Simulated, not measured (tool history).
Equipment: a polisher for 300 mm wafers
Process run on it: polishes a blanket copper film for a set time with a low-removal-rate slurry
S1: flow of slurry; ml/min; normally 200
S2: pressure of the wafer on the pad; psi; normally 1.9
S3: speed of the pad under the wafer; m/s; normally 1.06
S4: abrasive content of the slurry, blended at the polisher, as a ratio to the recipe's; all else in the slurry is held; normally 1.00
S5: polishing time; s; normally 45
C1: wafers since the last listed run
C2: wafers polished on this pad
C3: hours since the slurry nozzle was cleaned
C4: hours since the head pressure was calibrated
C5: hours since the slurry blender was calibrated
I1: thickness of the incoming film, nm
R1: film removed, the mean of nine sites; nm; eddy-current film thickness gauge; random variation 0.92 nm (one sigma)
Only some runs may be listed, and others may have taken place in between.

Run 1, hour 0.0: usual settings but S4 1.10, S5 53 s; C1 0; C2 1528; C3 195.0; C4 742.9; C5 441.5; I1 789.8. Result: R1 98.5 nm.
At hour 25.0: slurry blender recalibrated.
Run 2, hour 78.9: usual settings but S1 160 ml/min; C1 1149; C2 2677; C3 273.9; C4 821.8; C5 53.9; I1 797.4. Result: R1 74.6 nm.
Run 3, hour 112.7: usual settings but S1 160 ml/min; C1 505; C2 3183; C3 307.7; C4 855.6; C5 87.7; I1 792.1. Result: R1 75.0 nm.
At hour 129.2: worn pad replaced by a new one.
Run 4, hour 132.6: usual settings but S1 175 ml/min, S5 56 s; C1 237; C2 50; C3 327.6; C4 875.5; C5 107.6; I1 786.3. Result: R1 95.8 nm.
Run 5, hour 160.3: usual settings but S1 175 ml/min, S5 56 s; C1 414; C2 464; C3 355.3; C4 903.2; C5 135.3; I1 802.7. Result: R1 97.0 nm.
At hour 176.8: head pressure recalibrated.
Run 6, hour 191.9: usual settings; C1 442; C2 907; C3 386.9; C4 15.1; C5 166.9; I1 800.3. Result: R1 77.8 nm.
Run 7, hour 226.2: usual settings; C1 512; C2 1419; C3 421.2; C4 49.4; C5 201.2; I1 789.3. Result: R1 77.4 nm.
Run 8, hour 253.2: usual settings but S1 170 ml/min, S5 49 s; C1 403; C2 1823; C3 448.2; C4 76.4; C5 228.2; I1 801.2. Result: R1 82.5 nm.
Run 9, hour 267.2: usual settings but S1 265 ml/min, S2 2.1 psi, S4 0.90, S5 37 s; C1 209; C2 2032; C3 462.2; C4 90.4; C5 242.2; I1 785.0. Result: R1 72.7 nm.
Run 10, hour 280.1: usual settings but S1 265 ml/min, S3 1.30 m/s, S4 1.25; C1 192; C2 2225; C3 475.1; C4 103.3; C5 255.1; I1 784.4. Result: R1 106.0 nm.
Run 11, hour 302.0: usual settings but S1 170 ml/min, S3 0.74 m/s, S4 1.10, S5 58 s; C1 327; C2 2552; C3 497.0; C4 125.2; C5 277.0; I1 802.8. Result: R1 68.1 nm.
Run 12, hour 332.9: usual settings but S1 180 ml/min, S3 1.20 m/s, S4 0.85; C1 461; C2 3014; C3 527.9; C4 156.1; C5 307.9; I1 796.5. Result: R1 81.7 nm.
At hour 354.3: worn pad replaced by a new one.
Run 13, hour 356.4: usual settings; C1 291; C2 32; C3 551.4; C4 179.6; C5 331.4; I1 800.3. Result: R1 76.9 nm.
Run 14, hour 381.8: usual settings but S4 1.10, S5 53 s; C1 379; C2 411; C3 576.8; C4 205.0; C5 356.8; I1 785.1. Result: R1 94.3 nm.
Run 15, hour 394.3: usual settings but S1 245 ml/min; C1 186; C2 598; C3 589.3; C4 217.5; C5 369.3; I1 789.3. Result: R1 80.9 nm.
Run 16, hour 410.8: usual settings but S1 165 ml/min, S2 2.2 psi, S3 0.70 m/s, S4 0.80; C1 246; C2 845; C3 605.8; C4 234.0; C5 385.8; I1 783.2. Result: R1 52.9 nm.
At hour 423.9: slurry nozzle cleaned.
Run 17, hour 435.4: usual settings but S2 1.2 psi; C1 352; C2 1197; C3 11.5; C4 258.6; C5 410.4; I1 784.9. Result: R1 55.6 nm.
Run 18, hour 473.1: usual settings but S2 1.5 psi, S5 50 s; C1 563; C2 1761; C3 49.2; C4 296.3; C5 448.1; I1 788.0. Result: R1 74.5 nm.
At hour 476.4: slurry blender recalibrated.
Run 19, hour 503.0: usual settings but S2 2.3 psi, S3 0.96 m/s; C1 417; C2 2178; C3 79.1; C4 326.2; C5 26.6; I1 798.1. Result: R1 88.4 nm.
Run 20, hour 535.2: usual settings but S2 1.5 psi, S3 0.68 m/s, S5 57 s; C1 481; C2 2659; C3 111.3; C4 358.4; C5 58.8; I1 781.4. Result: R1 52.9 nm.
Run 21, hour 582.0: usual settings; C1 699; C2 3359; C3 158.1; C4 405.2; C5 105.6; I1 776.2. Result: R1 81.6 nm.
Run 22, hour 609.5: usual settings; C1 411; C2 3770; C3 185.6; C4 432.7; C5 133.1; I1 798.6. Result: R1 78.7 nm.
Run 23, hour 624.2: usual settings but S3 1.44 m/s, S4 0.80; C1 219; C2 3989; C3 200.3; C4 447.4; C5 147.8; I1 794.4. Result: R1 99.3 nm.
At hour 651.5: worn pad replaced by a new one.
Run 24, hour 652.0: usual settings but S2 1.5 psi, S3 0.68 m/s, S5 57 s; C1 355; C2 7; C3 228.1; C4 475.2; C5 175.6; I1 790.8. Result: R1 51.7 nm.
Run 25, hour 680.9: usual settings; C1 431; C2 439; C3 257.0; C4 504.1; C5 204.5; I1 795.3. Result: R1 78.8 nm.
Run 26, hour 708.9: usual settings but S1 135 ml/min, S4 1.15, S5 32 s; C1 418; C2 857; C3 285.0; C4 532.1; C5 232.5; I1 790.9. Result: R1 53.7 nm.
Run 27, hour 736.8: usual settings but S1 155 ml/min; C1 417; C2 1274; C3 312.9; C4 560.0; C5 260.4; I1 797.9. Result: R1 75.9 nm.
Run 28, hour 749.2: usual settings but S1 135 ml/min; C1 185; C2 1460; C3 325.3; C4 572.4; C5 272.8; I1 791.4. Result: R1 73.0 nm.
Run 29, hour 772.2: usual settings; C1 343; C2 1803; C3 348.3; C4 595.4; C5 295.8; I1 788.9. Result: R1 77.9 nm.

Below are 5 alternative next runs, each starting from the tool's condition after run 29. Predict each:
Run A, hour 772.6: usual settings but S2 2.5 psi; C1 5; C2 1809; C3 348.7; C4 595.8; C5 296.2; I1 792.0. Result: R1 ?.
Run B, hour 772.6: usual settings but S5 34 s; C1 5; C2 1809; C3 348.7; C4 595.8; C5 296.2; I1 792.0. Result: R1 ?.
Run C, hour 772.6: usual settings but S3 1.18 m/s, S5 39 s; C1 5; C2 1809; C3 348.7; C4 595.8; C5 296.2; I1 792.0. Result: R1 ?.
Run D, hour 772.6: usual settings but S3 0.72 m/s, S5 52 s; C1 5; C2 1809; C3 348.7; C4 595.8; C5 296.2; I1 792.0. Result: R1 ?.
Run E, hour 772.6: usual settings but S1 270 ml/min, S2 2.4 psi, S4 1.20, S5 34 s; C1 5; C2 1809; C3 348.7; C4 595.8; C5 296.2; I1 792.0. Result: R1 ?.

run     R1
  A  100.2
  B   58.8
  C   75.1
  D   61.1
  E   80.4
With no hidden state in the tool, these same runs would have given:
run     R1
  A  107.9
  B   63.4
  C   80.9
  D   65.8
  E   85.1
